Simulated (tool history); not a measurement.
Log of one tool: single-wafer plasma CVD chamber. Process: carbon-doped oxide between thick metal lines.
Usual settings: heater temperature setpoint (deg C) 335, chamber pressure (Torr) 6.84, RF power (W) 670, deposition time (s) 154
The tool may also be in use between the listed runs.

| run | hour | heater temperature setpoint (deg C) | chamber pressure (Torr) | RF power (W) | deposition time (s) | read-back reference wafer on the same gauge, thickness_nm | mean film thickness on the monitor wafer (Å) |
|---|---|---|---|---|---|---|---|
| 1 | 0.0 | 335 | 6.84 | 670 | 154 | 1108.964 | 10523.70 |
| 2 | 18.2 | 335 | 6.84 | 670 | 154 | 1112.997 | 10461.45 |
| 3 | 34.5 | 335 | 6.84 | 700 | 154 | 1114.503 | 10627.40 |
| 4 | 57.7 | 335 | 6.84 | 670 | 154 | 1109.365 | 10513.44 |
| 5 | 88.1 | 335 | 6.84 | 670 | 154 | 1106.932 | 10511.45 |
|  | 115.7 | RF generator calibrated |
| 6 | 116.2 | 335 | 6.84 | 670 | 154 | 1111.398 | 10241.29 |
|  | 133.4 | gauge calibrated |
| 7 | 139.7 | 335 | 6.84 | 670 | 154 | 1112.451 | 10322.32 |
| 8 | 155.2 | 335 | 6.84 | 670 | 154 | 1111.446 | 10151.27 |
|  | 167.8 | showerhead replaced |
| 9 | 168.3 | 335 | 6.84 | 670 | 176 | 1108.739 | 11739.79 |
| 10 | 189.0 | 335 | 6.84 | 670 | 154 | 1109.297 | 10346.42 |
|  | 230.2 | thermocouple changed; heater temperature recalibrated |
| 11 | 230.7 | 335 | 6.84 | 570 | 136 | 1113.123 | 8408.16 |
| 12 | 242.7 | 325 | 5.96 | 730 | 133 | 1110.613 | 9357.32 |
| 13 | 257.6 | 335 | 6.03 | 670 | 183 | 1111.762 | 12033.22 |
|  | 273.9 | RF generator calibrated, repeated, since the last time left the tool worse |
| 14 | 288.0 | 335 | 5.29 | 550 | 167 | 1109.899 | 10339.87 |
| 15 | 316.1 | 335 | 6.84 | 670 | 154 | 1107.136 | 10728.67 |
| 16 | 342.8 | 339 | 6.84 | 585 | 154 | 1108.355 | 9884.01 |
| 17 | 377.5 | 321 | 8.00 | 605 | 154 | 1108.925 | 10599.43 |
| 18 | 406.0 | 347 | 5.88 | 735 | 162 | 1111.601 | 11242.73 |
| 19 | 421.4 | 325 | 6.02 | 730 | 185 | 1109.814 | 13511.45 |
|  | 448.6 | capacitance manometer re-zeroed and calibrated |
| 20 | 449.1 | 335 | 7.84 | 670 | 123 | 1109.616 | 8596.72 |
| 21 | 473.9 | 323 | 8.17 | 565 | 167 | 1110.982 | 11224.84 |
| 22 | 500.8 | 335 | 6.84 | 670 | 154 | 1109.642 | 10689.59 |
| 23 | 516.2 | 324 | 6.84 | 670 | 154 | 1109.234 | 11032.51 |
| 24 | 535.6 | 335 | 6.84 | 670 | 154 | 1111.130 | 10682.12 |
| 25 | 550.1 | 335 | 6.84 | 670 | 154 | 1114.294 | 10723.37 |
| 26 | 585.2 | 328 | 8.29 | 590 | 143 | 1109.917 | 9612.88 |
| 27 | 604.7 | 330 | 8.55 | 565 | 140 | 1106.380 | 9175.84 |
| 28 | 629.2 | 335 | 6.84 | 670 | 173 | 1110.614 | 11952.01 |

What the log doesn't show, run by run:
wafer temperature above the value expected at the setpoint (K): 0 in every run
true pressure above the setpoint (%): 0 in every run
gauge reads high (%): 0 in every run
H1: delivered RF power above the setpoint (%)
| run | H1 |
|---|---|
| 1 | -4.88 |
| 2 | -4.98 |
| 3 | -5.07 |
| 4 | -5.2 |
| 5 | -5.37 |
| 6 | -9.51 |
| 7 | -9.65 |
| 8 | -9.73 |
| 9 | -9.81 |
| 10 | -9.92 |
| 11 | -10.2 |
| 12 | -10.2 |
| 13 | -10.3 |
| 14 | -0.277 |
| 15 | -0.436 |
| 16 | -0.587 |
| 17 | -0.783 |
| 18 | -0.944 |
| 19 | -1.03 |
| 20 | -1.19 |
| 21 | -1.33 |
| 22 | -1.48 |
| 23 | -1.57 |
| 24 | -1.68 |
| 25 | -1.76 |
| 26 | -1.96 |
| 27 | -2.07 |
| 28 | -2.21 |

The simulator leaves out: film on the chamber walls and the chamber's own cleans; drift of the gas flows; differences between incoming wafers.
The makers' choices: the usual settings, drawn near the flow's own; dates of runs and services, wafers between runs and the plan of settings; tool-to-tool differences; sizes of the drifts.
